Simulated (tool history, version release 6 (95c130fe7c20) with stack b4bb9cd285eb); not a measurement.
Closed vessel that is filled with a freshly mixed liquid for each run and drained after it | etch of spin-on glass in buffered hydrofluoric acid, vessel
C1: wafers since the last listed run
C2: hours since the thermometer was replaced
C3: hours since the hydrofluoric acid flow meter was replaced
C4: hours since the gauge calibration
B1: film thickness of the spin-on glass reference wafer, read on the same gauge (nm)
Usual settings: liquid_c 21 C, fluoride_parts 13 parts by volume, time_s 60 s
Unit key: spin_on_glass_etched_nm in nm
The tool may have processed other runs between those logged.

Run 1, day 0: usual settings but time_s 80 s; C1 0; C2 2959.3; C3 499.1; C4 112.1; B1 109.99. Result: spin_on_glass_etched_nm 134.04 nm.
Run 2, day 0.633: usual settings but liquid_c 24 C; C1 2131; C2 2974.5; C3 514.3; C4 127.3; B1 110.06. Result: spin_on_glass_etched_nm 119.22 nm.
Run 3, day 0.962: usual settings but liquid_c 24 C; C1 1107; C2 2982.4; C3 522.2; C4 135.2; B1 110.04. Result: spin_on_glass_etched_nm 119.41 nm.
Run 4, day 1.625: usual settings; C1 2229; C2 2998.3; C3 538.1; C4 151.1; B1 110.02. Result: spin_on_glass_etched_nm 99.63 nm.
Run 5, day 2.008: usual settings; C1 1290; C2 3007.5; C3 547.3; C4 160.3; B1 109.97. Result: spin_on_glass_etched_nm 100.41 nm.
Run 6, day 2.471: usual settings but fluoride_parts 16.5 parts by volume; C1 1556; C2 3018.6; C3 558.4; C4 171.4; B1 109.99. Result: spin_on_glass_etched_nm 79.94 nm.
Run 7, day 3.183: usual settings but fluoride_parts 16.5 parts by volume; C1 2398; C2 3035.7; C3 575.5; C4 188.5; B1 110.01. Result: spin_on_glass_etched_nm 79 nm.
Run 8, day 3.633: usual settings; C1 1514; C2 3046.5; C3 586.3; C4 199.3; B1 110.02. Result: spin_on_glass_etched_nm 99.82 nm.
Run 9, day 4.25: usual settings; C1 2075; C2 3061.3; C3 601.1; C4 214.1; B1 110.05. Result: spin_on_glass_etched_nm 99.6 nm.
At day 4.829: gauge calibrated.
Run 10, day 4.862: usual settings; C1 2061; C2 3076; C3 615.8; C4 0.8; B1 110.03. Result: spin_on_glass_etched_nm 99.42 nm.
Run 11, day 5.142: usual settings; C1 939; C2 3082.7; C3 622.5; C4 7.5; B1 110. Result: spin_on_glass_etched_nm 100.02 nm.
Run 12, day 5.892: usual settings; C1 2524; C2 3100.7; C3 640.5; C4 25.5; B1 109.96. Result: spin_on_glass_etched_nm 98.83 nm.
Run 13, day 6.158: usual settings; C1 897; C2 3107.1; C3 646.9; C4 31.9; B1 109.98. Result: spin_on_glass_etched_nm 99.13 nm.
At day 6.496: thermometer replaced.
Run 14, day 6.742: usual settings but liquid_c 19 C; C1 1823; C2 5.9; C3 660.9; C4 45.9; B1 109.98. Result: spin_on_glass_etched_nm 103.5 nm.
Run 15, day 7.017: usual settings but liquid_c 17 C, fluoride_parts 16.5 parts by volume; C1 925; C2 12.5; C3 667.5; C4 52.5; B1 109.98. Result: spin_on_glass_etched_nm 72.35 nm.
At day 7.121: hydrofluoric acid flow meter replaced.
Run 16, day 7.483: usual settings; C1 1430; C2 23.7; C3 8.7; C4 63.7; B1 110.01. Result: spin_on_glass_etched_nm 119.73 nm.
Run 17, day 8.196: usual settings but liquid_c 22.5 C, fluoride_parts 15 parts by volume, time_s 75 s; C1 2398; C2 40.8; C3 25.8; C4 80.8; B1 109.96. Result: spin_on_glass_etched_nm 141.37 nm.
Run 18, day 8.538: usual settings but liquid_c 19.5 C, time_s 40 s; C1 1149; C2 49; C3 34; C4 89; B1 109.96. Result: spin_on_glass_etched_nm 73.16 nm.
Run 19, day 9.046: usual settings but fluoride_parts 15.5 parts by volume, time_s 40 s; C1 1710; C2 61.2; C3 46.2; C4 101.2; B1 109.99. Result: spin_on_glass_etched_nm 66.6 nm.
Run 20, day 9.396: usual settings but liquid_c 18 C, fluoride_parts 16 parts by volume, time_s 45 s; C1 1178; C2 69.6; C3 54.6; C4 109.6; B1 110. Result: spin_on_glass_etched_nm 61.04 nm.
Run 21, day 9.962: usual settings but time_s 80 s; C1 1907; C2 83.2; C3 68.2; C4 123.2; B1 110. Result: spin_on_glass_etched_nm 156.77 nm.
Run 22, day 10.608: usual settings but liquid_c 17 C, fluoride_parts 11 parts by volume, time_s 30 s; C1 2173; C2 98.7; C3 83.7; C4 138.7; B1 110. Result: spin_on_glass_etched_nm 55.24 nm.
Run 23, day 12.492: usual settings but liquid_c 22.5 C, fluoride_parts 15 parts by volume, time_s 75 s; C1 6338; C2 143.9; C3 128.9; C4 183.9; B1 109.99. Result: spin_on_glass_etched_nm 138.68 nm.
Run 24, day 12.829: usual settings but fluoride_parts 10.5 parts by volume; C1 1135; C2 152; C3 137; C4 192; B1 109.97. Result: spin_on_glass_etched_nm 145.37 nm.
Run 25, day 13.542: usual settings; C1 2398; C2 169.1; C3 154.1; C4 209.1; B1 110.01. Result: spin_on_glass_etched_nm 118.2 nm.
Run 26, day 13.954: usual settings but liquid_c 24 C, fluoride_parts 8.5 parts by volume, time_s 30 s; C1 1388; C2 179; C3 164; C4 219; B1 110.04. Result: spin_on_glass_etched_nm 101.48 nm.
Run 27, day 14.233: usual settings but liquid_c 24 C, fluoride_parts 17.5 parts by volume, time_s 30 s; C1 939; C2 185.7; C3 170.7; C4 225.7; B1 109.99. Result: spin_on_glass_etched_nm 51.48 nm.
Run 28, day 14.692: usual settings but fluoride_parts 8.5 parts by volume, time_s 85 s; C1 1542; C2 196.7; C3 181.7; C4 236.7; B1 109.98. Result: spin_on_glass_etched_nm 244.23 nm.

Each row is a separate what-if for the run after 28, all from the same tool condition, not one after another. Results?
Run A, day 14.721: usual settings but time_s 35 s; C1 98; C2 197.4; C3 182.4; C4 237.4; B1 ?. Result: spin_on_glass_etched_nm ?.
Run B, day 14.721: usual settings but liquid_c 19 C, time_s 45 s; C1 98; C2 197.4; C3 182.4; C4 237.4; B1 ?. Result: spin_on_glass_etched_nm ?.
Run C, day 14.721: usual settings but fluoride_parts 15 parts by volume, time_s 50 s; C1 98; C2 197.4; C3 182.4; C4 237.4; B1 ?. Result: spin_on_glass_etched_nm ?.

run      B1  spin_on_glass_etched_nm
  A  110.04                    68.83
  B  110.04                    79.09
  C  110.04                    85.43
Without the tool's hidden state the same runs would have given:
run  spin_on_glass_etched_nm
  A                    70.82
  B                     81.4
  C                    87.91

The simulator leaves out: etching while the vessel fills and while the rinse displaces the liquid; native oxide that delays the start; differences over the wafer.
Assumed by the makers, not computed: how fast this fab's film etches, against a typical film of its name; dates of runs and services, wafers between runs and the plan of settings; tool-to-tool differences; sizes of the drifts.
